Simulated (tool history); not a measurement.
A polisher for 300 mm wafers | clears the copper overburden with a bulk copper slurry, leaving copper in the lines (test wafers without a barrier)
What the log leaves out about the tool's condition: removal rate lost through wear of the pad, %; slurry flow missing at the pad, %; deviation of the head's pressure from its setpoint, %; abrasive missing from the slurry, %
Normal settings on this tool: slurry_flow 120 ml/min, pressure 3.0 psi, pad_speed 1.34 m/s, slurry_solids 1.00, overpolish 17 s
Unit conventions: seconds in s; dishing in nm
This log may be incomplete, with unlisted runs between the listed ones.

run    hour  slurry_flow  pressure  pad_speed  slurry_solids  overpolish  wafers since the last listed run  wafers polished on this pad  hours since the slurry nozzle was cleaned  hours since the head pressure was calibrated  hours since the slurry blender was calibrated  incoming thickness of the incoming film, nm  seconds  dishing
  1     0.0          120       3.0       1.12           1.00          14                                 0                          377                                      264.9                                         284.1                                          298.6                                       1231.9    127.9     56.4
  2    70.6          120       3.0       1.34           1.00          17                               556                          934                                      335.5                                         354.7                                          369.2                                       1223.0    110.0     67.1
       74.9  -- slurry nozzle cleaned
  3   116.8          120       3.0       1.34           1.00          17                               356                         1290                                       41.9                                         400.9                                          415.4                                       1212.7    113.8     66.7
  4   146.9          120       3.0       1.34           1.00          17                               237                         1528                                       72.0                                         431.0                                          445.5                                       1208.1    110.7     66.1
      171.1  -- slurry blender recalibrated
  5   205.5          120       3.4       1.34           1.00          17                               446                         1974                                      130.6                                         489.6                                           34.4                                       1232.3    102.9     70.4
      336.4  -- worn pad replaced by a new one
  6   402.5          120       3.4       1.34           1.00          17                              1522                          521                                      327.6                                         686.6                                          231.4                                       1240.4    100.5     72.1
      425.2  -- slurry nozzle cleaned
  7   551.1          120       3.4       1.34           1.00          17                              1164                         1685                                      125.9                                         835.2                                          380.0                                       1221.2    109.4     69.9
  8   577.2          120       3.0       1.06           1.00          17                               205                         1891                                      152.0                                         861.3                                          406.1                                       1222.8    149.6     58.7
      600.3  -- slurry blender recalibrated
  9   635.0          120       3.0       1.06           1.00          17                               440                         2331                                      209.8                                         919.1                                           34.7                                       1247.0    157.2     56.9
 10   686.2          120       3.0       1.34           1.00          17                               403                         2735                                      261.0                                         970.3                                           85.9                                       1226.9    123.3     63.7
 11   715.8          120       3.0       1.34           1.00          17                               233                         2968                                      290.6                                         999.9                                          115.5                                       1238.2    125.1     63.4
 12   755.0          120       3.0       1.34           1.00          23                               309                         3278                                      329.8                                        1039.1                                          154.7                                       1232.2    128.7     70.7
      762.3  -- worn pad replaced by a new one
 13   824.5          150       3.0       1.34           1.20          22                               516                          490                                      399.3                                        1108.6                                          224.2                                       1214.6    104.8     72.2
      839.1  -- slurry nozzle cleaned
 14   878.4          120       3.0       1.08           1.00          17                               417                          908                                       39.3                                        1162.5                                          278.1                                       1212.7    142.9     59.3
 15   938.6          120       3.0       1.34           1.00          17                               474                         1382                                       99.5                                        1222.7                                          338.3                                       1224.9    117.6     65.2
 16   971.5          120       3.0       1.34           1.00          17                               259                         1642                                      132.4                                        1255.6                                          371.2                                       1228.9    115.3     65.2
 17  1035.9          120       3.7       1.34           1.00          17                               507                         2150                                      196.8                                        1320.0                                          435.6                                       1223.7    101.4     74.0
     1054.5  -- slurry blender recalibrated
 18  1064.0          120       3.0       1.34           1.00          17                               205                         2356                                      224.9                                        1348.1                                            9.5                                       1218.9    121.9     65.1
 19  1118.8          120       3.0       1.34           1.00          17                               432                         2788                                      279.7                                        1402.9                                           64.3                                       1217.9    120.6     64.7
     1133.5  -- worn pad replaced by a new one
 20  1148.5          120       3.0       1.34           1.00          17                               202                          118                                      309.4                                        1432.6                                           94.0                                       1234.5    114.1     67.5
     1170.7  -- slurry nozzle cleaned
     1207.2  -- head pressure recalibrated
 21  1311.1          135       3.0       1.52           1.00          22                              1258                         1377                                      140.4                                         103.9                                          256.6                                       1227.3     93.0     78.9
 22  1367.8          120       3.6       1.06           0.75          17                               447                         1824                                      197.1                                         160.6                                          313.3                                       1206.1    121.4     66.2
 23  1403.1          145       3.0       1.34           1.10          17                               278                         2102                                      232.4                                         195.9                                          348.6                                       1214.2    106.9     67.2
 24  1469.4          150       3.3       1.34           1.00          17                               522                         2625                                      298.7                                         262.2                                          414.9                                       1215.6    105.7     70.6
     1478.1  -- slurry blender recalibrated
     1495.0  -- worn pad replaced by a new one
 25  1536.0          120       3.0       1.74           1.00          17                               477                          323                                      365.3                                         328.8                                           57.9                                       1195.7     79.6     77.3
     1579.7  -- slurry nozzle cleaned
 26  1588.0          120       3.0       1.34           1.00          14                               402                          725                                        8.3                                         380.8                                          109.9                                       1229.4    106.9     62.4
 27  1617.4          120       3.0       1.34           1.00          17                               231                          957                                       37.7                                         410.2                                          139.3                                       1192.3    108.9     67.9

Each row is a separate what-if for the run after 27, all from the same tool condition, not one after another. Results?
  A  1617.9          120       3.0       1.34           0.70          17                                 3                          961                                       38.2                                         410.7                                          139.8                                       1227.6        ?        ?
  B  1617.9          120       3.6       0.94           1.00          17                                 3                          961                                       38.2                                         410.7                                          139.8                                       1227.6        ?        ?
  C  1617.9          120       3.0       1.34           1.00          11                                 3                          961                                       38.2                                         410.7                                          139.8                                       1227.6        ?        ?
  D  1617.9          135       3.0       1.34           1.00          24                                 3                          961                                       38.2                                         410.7                                          139.8                                       1227.6        ?        ?
  E  1617.9          120       3.8       1.34           1.00          17                                 3                          961                                       38.2                                         410.7                                          139.8                                       1227.6        ?        ?

run  seconds  dishing
  A    114.0     67.1
  B    133.7     63.4
  C    109.8     54.6
  D    108.0     77.6
  E     89.4     76.2
Take away the tool's hidden state, keep each run's random variation, and the runs would have read:
run  seconds  dishing
  A    102.9     70.7
  B    120.6     67.2
  C     99.1     58.3
  D     97.4     80.6
  E     80.7     79.6
